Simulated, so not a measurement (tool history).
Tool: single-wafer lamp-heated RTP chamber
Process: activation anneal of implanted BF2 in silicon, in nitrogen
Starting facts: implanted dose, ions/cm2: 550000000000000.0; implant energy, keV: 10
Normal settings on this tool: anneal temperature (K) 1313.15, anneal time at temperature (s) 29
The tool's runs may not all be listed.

run	hour	anneal temperature (K)	anneal time at temperature (s)	wafers since the last listed run	wafers since the last pyrometer calibration	wafers since the reflector plate was cleaned	hours since the gauge calibration	read-back reference wafer on the same gauge, sheet resistance	sheet resistance of the implanted and annealed layer (ohm/square)
1	0.0	1313.15	29	0	3283	13915	258.9	206.78	236.55
2	15.6	1325.15	29	258	3541	14173	274.5	206.84	231.44
3	66.5	1325.15	29	841	4383	15015	325.4	206.94	230.37
# hour 84.9: reflector plate cleaned
4	85.4	1325.15	29	180	4563	8	344.3	206.99	234.96
5	88.5	1313.15	29	51	4614	59	347.4	207.07	242.78
6	99.2	1313.15	29	176	4791	236	358.1	206.93	241.53
7	109.6	1313.15	29	172	4963	408	368.5	207.15	240.88
8	118.7	1313.15	29	150	5114	558	377.6	207.37	242.16
9	134.9	1313.15	29	267	5382	826	393.8	206.99	242.27
10	141.0	1313.15	29	100	5483	927	399.9	206.62	242.51
11	154.9	1305.15	29	229	5713	1157	413.8	207.29	250.06
12	162.3	1305.15	29	122	5835	1280	421.2	207.23	249.04
13	173.6	1313.15	29	186	6022	1466	432.5	206.86	242.60
14	185.4	1313.15	29	195	6217	1662	444.3	206.85	242.66
15	202.2	1323.15	29	277	6495	1939	461.1	207.09	236.36
# hour 216.7: pyrometer window cleaned and pyrometer calibrated
16	217.2	1294.15	17	115	9	2055	476.1	207.14	292.18
17	223.6	1290.15	40	105	114	2161	482.5	206.97	270.78
18	233.0	1298.15	29	155	270	2317	491.9	206.91	270.14
19	243.6	1313.15	25	175	445	2492	502.5	206.97	256.31
20	261.3	1292.15	29	292	738	2785	520.2	207.19	273.13
21	275.8	1313.15	40	239	978	3024	534.7	206.93	238.36
22	285.2	1313.15	36	155	1133	3180	544.1	206.93	240.52
23	295.9	1333.15	20	176	1310	3357	554.8	206.90	242.62
24	309.2	1343.15	29	219	1530	3577	568.1	206.97	229.86
25	322.6	1313.15	29	221	1752	3798	581.5	206.97	244.99
26	330.8	1300.15	15	135	1887	3934	589.7	207.26	281.20
27	338.4	1340.15	41	125	2013	4060	597.3	207.07	226.09
# hour 342.0: gauge calibrated
28	353.5	1324.15	35	249	2263	4309	11.5	207.02	232.91
29	367.2	1286.15	45	226	2489	4536	25.2	207.11	259.41
30	383.7	1313.15	29	272	2762	4809	41.7	207.10	241.18
31	400.9	1313.15	29	284	3047	5093	58.9	206.85	242.18
32	417.1	1339.15	39	267	3315	5361	75.1	207.00	229.05
33	431.8	1313.15	29	243	3558	5604	89.8	207.24	239.28
34	443.1	1300.15	15	186	3745	5791	101.1	207.11	275.40
35	454.8	1313.15	29	193	3938	5985	112.8	206.95	242.41
36	468.7	1340.15	36	229	4168	6215	126.7	207.11	228.68
37	483.7	1328.15	29	248	4416	6463	141.7	207.11	233.81

Forecast each of these 4 alternatives for the next run:
A	484.1	1304.15	29	6	4423	6469	142.1	?	?
B	484.1	1339.15	15	6	4423	6469	142.1	?	?
C	484.1	1313.15	14	6	4423	6469	142.1	?	?
D	484.1	1335.15	38	6	4423	6469	142.1	?	?

run	read-back reference wafer on the same gauge, sheet resistance	sheet resistance of the implanted and annealed layer (ohm/square)
A	207.15	248.43
B	207.15	239.04
C	207.15	263.29
D	207.15	227.11
Without the tool's unlogged condition, the same runs would have read:
run	sheet resistance of the implanted and annealed layer (ohm/square)
A	265.38
B	249.93
C	278.01
D	230.01
